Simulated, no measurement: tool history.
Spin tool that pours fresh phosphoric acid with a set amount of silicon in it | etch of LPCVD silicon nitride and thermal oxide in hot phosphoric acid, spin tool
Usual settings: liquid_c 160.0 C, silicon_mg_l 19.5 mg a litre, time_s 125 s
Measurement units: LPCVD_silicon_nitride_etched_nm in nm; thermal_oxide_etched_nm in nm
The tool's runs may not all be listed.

| run | hour | liquid_c | silicon_mg_l | time_s | wafers since the last listed run | hours since the thermometer was replaced | hours since the dissolved silicon flow meter was replaced | hours since the heated supply line was repaired | hours since the gauge calibration | read-back film thickness of the LPCVD silicon nitride reference wafer, read on the same gauge (nm) | read-back film thickness of the thermal oxide reference wafer, read on the same gauge (nm) | LPCVD_silicon_nitride_etched_nm | thermal_oxide_etched_nm |
|---|---|---|---|---|---|---|---|---|---|---|---|---|---|
| 1 | 0.0 | 160.0 | 19.5 | 125 | 0 | 2274.2 | 401.6 | 1718.6 | 106.6 | 60.03 | 50.006 | 11.73 | 0.271 |
| 2 | 19.5 | 160.0 | 16.0 | 125 | 157 | 2293.7 | 421.1 | 1738.1 | 126.1 | 60.00 | 49.987 | 11.68 | 0.198 |
| 3 | 49.5 | 160.0 | 16.0 | 125 | 242 | 2323.7 | 451.1 | 1768.1 | 156.1 | 59.99 | 50.018 | 11.60 | 0.269 |
| 4 | 68.1 | 160.0 | 16.0 | 125 | 150 | 2342.3 | 469.7 | 1786.7 | 174.7 | 60.01 | 50.006 | 11.73 | 0.295 |
| 5 | 96.8 | 159.5 | 19.5 | 155 | 231 | 2371.0 | 498.4 | 1815.4 | 203.4 | 60.01 | 50.001 | 14.09 | 0.335 |
| 6 | 117.1 | 159.5 | 19.5 | 155 | 164 | 2391.3 | 518.7 | 1835.7 | 223.7 | 60.04 | 50.027 | 14.25 | 0.301 |
| 7 | 132.5 | 159.5 | 19.5 | 155 | 124 | 2406.7 | 534.1 | 1851.1 | 239.1 | 60.01 | 49.989 | 14.23 | 0.257 |
| 8 | 163.3 | 158.0 | 19.5 | 155 | 248 | 2437.5 | 564.9 | 1881.9 | 269.9 | 59.98 | 49.983 | 13.43 | 0.274 |
| 9 | 196.6 | 158.0 | 19.5 | 125 | 269 | 2470.8 | 598.2 | 1915.2 | 303.2 | 59.98 | 50.001 | 10.87 | 0.204 |
| 10 | 213.7 | 158.0 | 19.5 | 125 | 138 | 2487.9 | 615.3 | 1932.3 | 320.3 | 59.98 | 50.010 | 10.85 | 0.236 |
| 11 | 237.8 | 160.0 | 19.5 | 90 | 194 | 2512.0 | 639.4 | 1956.4 | 344.4 | 59.96 | 50.001 | 8.40 | 0.173 |
| 12 | 273.2 | 162.5 | 13.5 | 195 | 286 | 2547.4 | 674.8 | 1991.8 | 379.8 | 60.02 | 50.022 | 19.58 | 0.518 |
|  | 293.8 | gauge calibrated |
|  | 301.2 | heated supply line repaired |
| 13 | 309.0 | 160.0 | 19.5 | 125 | 281 | 2583.2 | 710.6 | 7.8 | 15.2 | 59.99 | 50.019 | 11.52 | 0.267 |
| 14 | 342.0 | 160.0 | 19.5 | 100 | 266 | 2616.2 | 743.6 | 40.8 | 48.2 | 60.00 | 50.013 | 9.37 | 0.200 |
| 15 | 358.7 | 160.0 | 19.5 | 155 | 134 | 2632.9 | 760.3 | 57.5 | 64.9 | 60.00 | 50.020 | 14.53 | 0.331 |
|  | 383.9 | dissolved silicon flow meter replaced |
| 16 | 388.0 | 157.0 | 19.5 | 125 | 228 | 2662.2 | 4.1 | 86.8 | 94.2 | 59.98 | 50.016 | 10.47 | 0.197 |
|  | 411.0 | thermometer replaced |
| 17 | 412.8 | 161.0 | 31.0 | 90 | 192 | 1.8 | 28.9 | 111.6 | 119.0 | 60.02 | 49.991 | 8.71 | 0.122 |
| 18 | 437.8 | 160.0 | 19.5 | 125 | 202 | 26.8 | 53.9 | 136.6 | 144.0 | 60.02 | 49.997 | 11.62 | 0.271 |
| 19 | 461.7 | 157.5 | 19.5 | 175 | 193 | 50.7 | 77.8 | 160.5 | 167.9 | 59.99 | 50.004 | 15.03 | 0.298 |
| 20 | 488.8 | 163.0 | 25.5 | 70 | 219 | 77.8 | 104.9 | 187.6 | 195.0 | 60.03 | 50.023 | 7.22 | 0.153 |
| 21 | 516.0 | 160.0 | 19.5 | 125 | 219 | 105.0 | 132.1 | 214.8 | 222.2 | 60.01 | 50.010 | 11.72 | 0.250 |

Predict each of these 5 candidate next runs independently; none follows another, all start after run 21:
| A | 516.5 | 160.0 | 19.5 | 125 | 4 | 105.5 | 132.6 | 215.3 | 222.7 | ? | ? | ? | ? |
| B | 516.5 | 161.0 | 9.5 | 185 | 4 | 105.5 | 132.6 | 215.3 | 222.7 | ? | ? | ? | ? |
| C | 516.5 | 160.0 | 26.0 | 125 | 4 | 105.5 | 132.6 | 215.3 | 222.7 | ? | ? | ? | ? |
| D | 516.5 | 160.0 | 19.5 | 165 | 4 | 105.5 | 132.6 | 215.3 | 222.7 | ? | ? | ? | ? |
| E | 516.5 | 158.0 | 29.0 | 55 | 4 | 105.5 | 132.6 | 215.3 | 222.7 | ? | ? | ? | ? |

| run | read-back film thickness of the LPCVD silicon nitride reference wafer, read on the same gauge (nm) | read-back film thickness of the thermal oxide reference wafer, read on the same gauge (nm) | LPCVD_silicon_nitride_etched_nm | thermal_oxide_etched_nm |
|---|---|---|---|---|
| A | 59.97 | 50.003 | 11.63 | 0.260 |
| B | 59.97 | 50.003 | 17.80 | 0.530 |
| C | 59.97 | 50.003 | 11.63 | 0.212 |
| D | 59.97 | 50.003 | 15.35 | 0.343 |
| E | 59.97 | 50.003 | 4.78 | 0.072 |
Take away the tool's hidden state, keep each run's random variation, and the runs would have read:
| run | LPCVD_silicon_nitride_etched_nm | thermal_oxide_etched_nm |
|---|---|---|
| A | 11.63 | 0.260 |
| B | 17.80 | 0.530 |
| C | 11.63 | 0.212 |
| D | 15.35 | 0.343 |
| E | 4.78 | 0.072 |

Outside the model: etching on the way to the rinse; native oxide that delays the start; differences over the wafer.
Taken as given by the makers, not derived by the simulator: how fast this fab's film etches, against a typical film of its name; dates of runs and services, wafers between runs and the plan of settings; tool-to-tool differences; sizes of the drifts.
